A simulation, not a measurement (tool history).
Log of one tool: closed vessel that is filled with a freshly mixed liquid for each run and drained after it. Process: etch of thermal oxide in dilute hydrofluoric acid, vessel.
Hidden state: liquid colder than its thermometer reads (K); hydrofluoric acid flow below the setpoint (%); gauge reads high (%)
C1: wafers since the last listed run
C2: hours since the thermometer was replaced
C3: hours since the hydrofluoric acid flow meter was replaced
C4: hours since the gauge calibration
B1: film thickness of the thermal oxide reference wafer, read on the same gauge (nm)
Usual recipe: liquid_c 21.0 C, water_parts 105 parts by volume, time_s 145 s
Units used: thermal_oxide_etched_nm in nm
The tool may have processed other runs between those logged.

run 1 hour=0.0 | liquid_c=21.0 water_parts=105 time_s=145 | C1=0 C2=272.8 C3=323.7 C4=947.7 | B1=134.73 | thermal_oxide_etched_nm=5.48
run 2 hour=23.5 | liquid_c=21.0 water_parts=95 time_s=145 | C1=2006 C2=296.3 C3=347.2 C4=971.2 | B1=134.74 | thermal_oxide_etched_nm=6.19
run 3 hour=51.5 | liquid_c=21.0 water_parts=95 time_s=145 | C1=2390 C2=324.3 C3=375.2 C4=999.2 | B1=134.78 | thermal_oxide_etched_nm=6.22
run 4 hour=92.8 | liquid_c=21.0 water_parts=105 time_s=200 | C1=3525 C2=365.6 C3=416.5 C4=1040.5 | B1=134.81 | thermal_oxide_etched_nm=7.60
run 5 hour=121.4 | liquid_c=21.0 water_parts=105 time_s=200 | C1=2441 C2=394.2 C3=445.1 C4=1069.1 | B1=134.85 | thermal_oxide_etched_nm=7.55
run 6 hour=171.6 | liquid_c=21.0 water_parts=105 time_s=200 | C1=4285 C2=444.4 C3=495.3 C4=1119.3 | B1=134.89 | thermal_oxide_etched_nm=7.59
run 7 hour=197.9 | liquid_c=18.5 water_parts=105 time_s=145 | C1=2245 C2=470.7 C3=521.6 C4=1145.6 | B1=134.90 | thermal_oxide_etched_nm=4.96
run 8 hour=231.5 | liquid_c=18.5 water_parts=105 time_s=145 | C1=2868 C2=504.3 C3=555.2 C4=1179.2 | B1=134.93 | thermal_oxide_etched_nm=5.02
run 9 hour=255.2 | liquid_c=21.0 water_parts=105 time_s=145 | C1=2023 C2=528.0 C3=578.9 C4=1202.9 | B1=134.95 | thermal_oxide_etched_nm=5.50
run 10 hour=271.5 | liquid_c=21.0 water_parts=105 time_s=145 | C1=1391 C2=544.3 C3=595.2 C4=1219.2 | B1=134.97 | thermal_oxide_etched_nm=5.54
run 11 hour=306.3 | liquid_c=17.0 water_parts=105 time_s=145 | C1=2970 C2=579.1 C3=630.0 C4=1254.0 | B1=135.00 | thermal_oxide_etched_nm=4.70
-- hour=309.6 gauge calibrated
run 12 hour=341.1 | liquid_c=21.0 water_parts=130 time_s=180 | C1=2970 C2=613.9 C3=664.8 C4=31.5 | B1=130.61 | thermal_oxide_etched_nm=5.23
run 13 hour=360.3 | liquid_c=19.5 water_parts=70 time_s=145 | C1=1639 C2=633.1 C3=684.0 C4=50.7 | B1=130.82 | thermal_oxide_etched_nm=7.95
run 14 hour=387.0 | liquid_c=24.5 water_parts=145 time_s=90 | C1=2279 C2=659.8 C3=710.7 C4=77.4 | B1=131.13 | thermal_oxide_etched_nm=2.66
-- hour=400.1 thermometer replaced
run 15 hour=480.8 | liquid_c=21.0 water_parts=150 time_s=145 | C1=7922 C2=80.7 C3=804.5 C4=171.2 | B1=132.03 | thermal_oxide_etched_nm=3.63
run 16 hour=502.0 | liquid_c=23.5 water_parts=105 time_s=145 | C1=1809 C2=101.9 C3=825.7 C4=192.4 | B1=132.21 | thermal_oxide_etched_nm=5.98
-- hour=529.2 hydrofluoric acid flow meter replaced
run 17 hour=531.9 | liquid_c=25.5 water_parts=120 time_s=145 | C1=2467 C2=131.8 C3=2.7 C4=222.3 | B1=132.44 | thermal_oxide_etched_nm=5.60
run 18 hour=553.0 | liquid_c=23.0 water_parts=105 time_s=145 | C1=1801 C2=152.9 C3=23.8 C4=243.4 | B1=132.59 | thermal_oxide_etched_nm=5.90
run 19 hour=584.6 | liquid_c=17.0 water_parts=135 time_s=110 | C1=2697 C2=184.5 C3=55.4 C4=275.0 | B1=132.82 | thermal_oxide_etched_nm=2.64
run 20 hour=620.6 | liquid_c=21.0 water_parts=105 time_s=145 | C1=3073 C2=220.5 C3=91.4 C4=311.0 | B1=133.04 | thermal_oxide_etched_nm=5.46
run 21 hour=649.7 | liquid_c=21.0 water_parts=105 time_s=145 | C1=2484 C2=249.6 C3=120.5 C4=340.1 | B1=133.21 | thermal_oxide_etched_nm=5.46
run 22 hour=677.7 | liquid_c=21.0 water_parts=120 time_s=110 | C1=2390 C2=277.6 C3=148.5 C4=368.1 | B1=133.36 | thermal_oxide_etched_nm=3.57
run 23 hour=712.1 | liquid_c=21.0 water_parts=105 time_s=225 | C1=2936 C2=312.0 C3=182.9 C4=402.5 | B1=133.56 | thermal_oxide_etched_nm=8.47
run 24 hour=727.4 | liquid_c=19.5 water_parts=60 time_s=145 | C1=1306 C2=327.3 C3=198.2 C4=417.8 | B1=133.64 | thermal_oxide_etched_nm=9.49
run 25 hour=750.6 | liquid_c=18.0 water_parts=125 time_s=170 | C1=1980 C2=350.5 C3=221.4 C4=441.0 | B1=133.71 | thermal_oxide_etched_nm=4.64
run 26 hour=768.4 | liquid_c=17.0 water_parts=135 time_s=65 | C1=1519 C2=368.3 C3=239.2 C4=458.8 | B1=133.80 | thermal_oxide_etched_nm=1.58
run 27 hour=790.7 | liquid_c=21.0 water_parts=105 time_s=145 | C1=1903 C2=390.6 C3=261.5 C4=481.1 | B1=133.88 | thermal_oxide_etched_nm=5.47
run 28 hour=823.8 | liquid_c=21.0 water_parts=105 time_s=220 | C1=2825 C2=423.7 C3=294.6 C4=514.2 | B1=134.01 | thermal_oxide_etched_nm=8.32
run 29 hour=844.3 | liquid_c=21.0 water_parts=105 time_s=145 | C1=1750 C2=444.2 C3=315.1 C4=534.7 | B1=134.09 | thermal_oxide_etched_nm=5.50
run 30 hour=863.6 | liquid_c=21.0 water_parts=105 time_s=145 | C1=1647 C2=463.5 C3=334.4 C4=554.0 | B1=134.15 | thermal_oxide_etched_nm=5.51
run 31 hour=884.8 | liquid_c=21.0 water_parts=105 time_s=145 | C1=1809 C2=484.7 C3=355.6 C4=575.2 | B1=134.22 | thermal_oxide_etched_nm=5.49
run 32 hour=920.2 | liquid_c=17.0 water_parts=105 time_s=80 | C1=3022 C2=520.1 C3=391.0 C4=610.6 | B1=134.33 | thermal_oxide_etched_nm=2.59
run 33 hour=943.0 | liquid_c=21.0 water_parts=105 time_s=145 | C1=1946 C2=542.9 C3=413.8 C4=633.4 | B1=134.38 | thermal_oxide_etched_nm=5.52

Alternative continuations, all from the tool just after run 33; predict every row:
run A hour=943.7 | liquid_c=21.0 water_parts=105 time_s=145 | C1=59 C2=543.6 C3=414.5 C4=634.1 | B1=? | thermal_oxide_etched_nm=?
run B hour=943.7 | liquid_c=21.0 water_parts=140 time_s=145 | C1=59 C2=543.6 C3=414.5 C4=634.1 | B1=? | thermal_oxide_etched_nm=?
run C hour=943.7 | liquid_c=21.0 water_parts=105 time_s=190 | C1=59 C2=543.6 C3=414.5 C4=634.1 | B1=? | thermal_oxide_etched_nm=?
run D hour=943.7 | liquid_c=21.0 water_parts=75 time_s=215 | C1=59 C2=543.6 C3=414.5 C4=634.1 | B1=? | thermal_oxide_etched_nm=?
run E hour=943.7 | liquid_c=23.5 water_parts=105 time_s=180 | C1=59 C2=543.6 C3=414.5 C4=634.1 | B1=? | thermal_oxide_etched_nm=?

run=A B1=134.38 thermal_oxide_etched_nm=5.54
run=B B1=134.38 thermal_oxide_etched_nm=4.00
run=C B1=134.38 thermal_oxide_etched_nm=7.26
run=D B1=134.38 thermal_oxide_etched_nm=11.91
run=E B1=134.38 thermal_oxide_etched_nm=7.60
Without the tool's hidden state the same runs would have given:
run=A thermal_oxide_etched_nm=5.36
run=B thermal_oxide_etched_nm=3.87
run=C thermal_oxide_etched_nm=7.02
run=D thermal_oxide_etched_nm=11.52
run=E thermal_oxide_etched_nm=7.35

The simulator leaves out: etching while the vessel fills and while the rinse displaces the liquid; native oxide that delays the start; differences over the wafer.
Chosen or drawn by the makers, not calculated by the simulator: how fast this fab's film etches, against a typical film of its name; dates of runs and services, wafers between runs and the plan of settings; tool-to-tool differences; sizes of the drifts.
